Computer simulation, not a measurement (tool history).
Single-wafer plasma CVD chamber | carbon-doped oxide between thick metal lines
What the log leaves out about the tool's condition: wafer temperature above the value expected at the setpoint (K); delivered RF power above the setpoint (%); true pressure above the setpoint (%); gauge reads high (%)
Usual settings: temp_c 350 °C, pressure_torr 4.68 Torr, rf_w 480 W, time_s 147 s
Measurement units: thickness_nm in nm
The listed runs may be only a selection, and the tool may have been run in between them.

run     day  temp_c  pressure_torr  rf_w  time_s  wafers since the last listed run  hours since the last thermocouple change  hours since the last RF generator calibration  hours since the last manometer calibration  hours since the showerhead was replaced  hours since the gauge calibration  read-back reference wafer on the same gauge, thickness_nm  thickness_nm
  1   0.000     347           4.68   480     147                                 0                                     945.5                                         1500.6                                      2728.2                                   8215.3                             2399.1                                                    674.057       702.856
  2   3.329     347           4.68   480     147                               949                                    1025.4                                         1580.5                                      2808.1                                   8295.2                             2479.0                                                    673.960       700.900
      5.454  -- capacitance manometer re-zeroed and calibrated
  3   5.475     350           4.68   480     147                               516                                    1076.9                                         1632.0                                         0.5                                   8346.7                             2530.5                                                    673.948       685.408
      8.338  -- RF generator calibrated
  4   9.108     350           5.07   480     124                               941                                    1164.1                                           18.5                                        87.7                                   8433.9                             2617.7                                                    673.558       601.119
  5  13.396     350           5.07   480     124                              1222                                    1267.0                                          121.4                                       190.6                                   8536.8                             2720.6                                                    673.838       600.258
  6  15.183     350           5.07   480     124                               509                                    1309.9                                          164.3                                       233.5                                   8579.7                             2763.5                                                    673.778       598.703
  7  17.729     350           4.68   480     147                               725                                    1371.0                                          225.4                                       294.6                                   8640.8                             2824.6                                                    673.935       702.054
     20.454  -- gauge calibrated
  8  22.017     350           4.68   480     147                              1222                                    1473.9                                          328.3                                       397.5                                   8743.7                               37.5                                                    674.013       699.320
  9  23.521     350           4.68   480     147                               428                                    1510.0                                          364.4                                       433.6                                   8779.8                               73.6                                                    673.589       700.849
     25.579  -- showerhead replaced
 10  25.600     361           4.35   480     147                               497                                    1559.9                                          414.3                                       483.5                                      0.5                              123.5                                                    674.442       678.713
 11  27.696     350           4.68   480     147                               597                                    1610.2                                          464.6                                       533.8                                     50.8                              173.8                                                    673.758       699.903
 12  31.254     350           4.68   480     175                              1014                                    1695.6                                          550.0                                       619.2                                    136.2                              259.2                                                    674.038       834.026
 13  34.746     362           4.68   480     125                               995                                    1779.4                                          633.8                                       703.0                                    220.0                              343.0                                                    674.098       581.235
 14  36.554     350           4.68   480     147                               515                                    1822.8                                          677.2                                       746.4                                    263.4                              386.4                                                    673.898       700.240
 15  39.142     350           4.68   480     147                               737                                    1884.9                                          739.3                                       808.5                                    325.5                              448.5                                                    673.693       700.094
 16  41.688     350           5.10   480     147                               725                                    1946.0                                          800.4                                       869.6                                    386.6                              509.6                                                    674.075       705.657
     45.146  -- thermocouple changed; heater temperature recalibrated
 17  45.167     350           4.68   480     147                               897                                       0.5                                          883.9                                       953.1                                    470.1                              593.1                                                    673.926       696.530
 18  47.433     339           4.68   480     160                               646                                      54.9                                          938.3                                      1007.5                                    524.5                              647.5                                                    674.222       779.414
 19  50.629     336           5.43   480     147                               911                                     131.6                                         1015.0                                      1084.2                                    601.2                              724.2                                                    673.830       735.530
 20  55.171     350           5.38   520     147                              1295                                     240.6                                         1124.0                                      1193.2                                    710.2                              833.2                                                    674.036       754.140
 21  56.971     350           5.09   525     147                               513                                     283.8                                         1167.2                                      1236.4                                    753.4                              876.4                                                    673.748       754.489
 22  59.321     341           3.73   545     168                               670                                     340.2                                         1223.6                                      1292.8                                    809.8                              932.8                                                    674.007       868.411
 23  63.254     363           3.67   390     162                              1121                                     434.6                                         1318.0                                      1387.2                                    904.2                             1027.2                                                    674.089       589.381
 24  67.233     350           4.68   480     147                              1134                                     530.1                                         1413.5                                      1482.7                                    999.7                             1122.7                                                    673.798       691.536
     68.750  -- RF generator calibrated
 25  71.438     350           4.68   480     147                              1103                                     631.0                                           64.5                                      1583.6                                   1100.6                             1223.6                                                    674.127       710.696
 26  73.121     350           4.68   480     147                               480                                     671.4                                          104.9                                      1624.0                                   1141.0                             1264.0                                                    673.904       710.815
 27  83.188     356           4.14   480     129                              2870                                     913.0                                          346.5                                      1865.6                                   1382.6                             1505.6                                                    673.891       604.829
 28  85.112     338           5.22   425     118                               548                                     959.2                                          392.7                                      1911.8                                   1428.8                             1551.8                                                    674.179       530.650

4 ways to go on from here, each from the tool as it stands after run 28. What would each give?
  A  85.129     350           4.68   480     147                                 4                                     959.6                                          393.1                                      1912.2                                   1429.2                             1552.2                                                          ?             ?
  B  85.129     350           4.68   400     147                                 4                                     959.6                                          393.1                                      1912.2                                   1429.2                             1552.2                                                          ?             ?
  C  85.129     350           4.99   505     147                                 4                                     959.6                                          393.1                                      1912.2                                   1429.2                             1552.2                                                          ?             ?
  D  85.129     350           5.41   480     165                                 4                                     959.6                                          393.1                                      1912.2                                   1429.2                             1552.2                                                          ?             ?

run  read-back reference wafer on the same gauge, thickness_nm  thickness_nm
  A                                                    673.732       706.413
  B                                                    673.732       594.470
  C                                                    673.732       742.203
  D                                                    673.732       807.839
Had the tool no hidden state, the same runs would have come out as:
run  thickness_nm
  A       705.515
  B       594.703
  C       741.173
  D       807.690
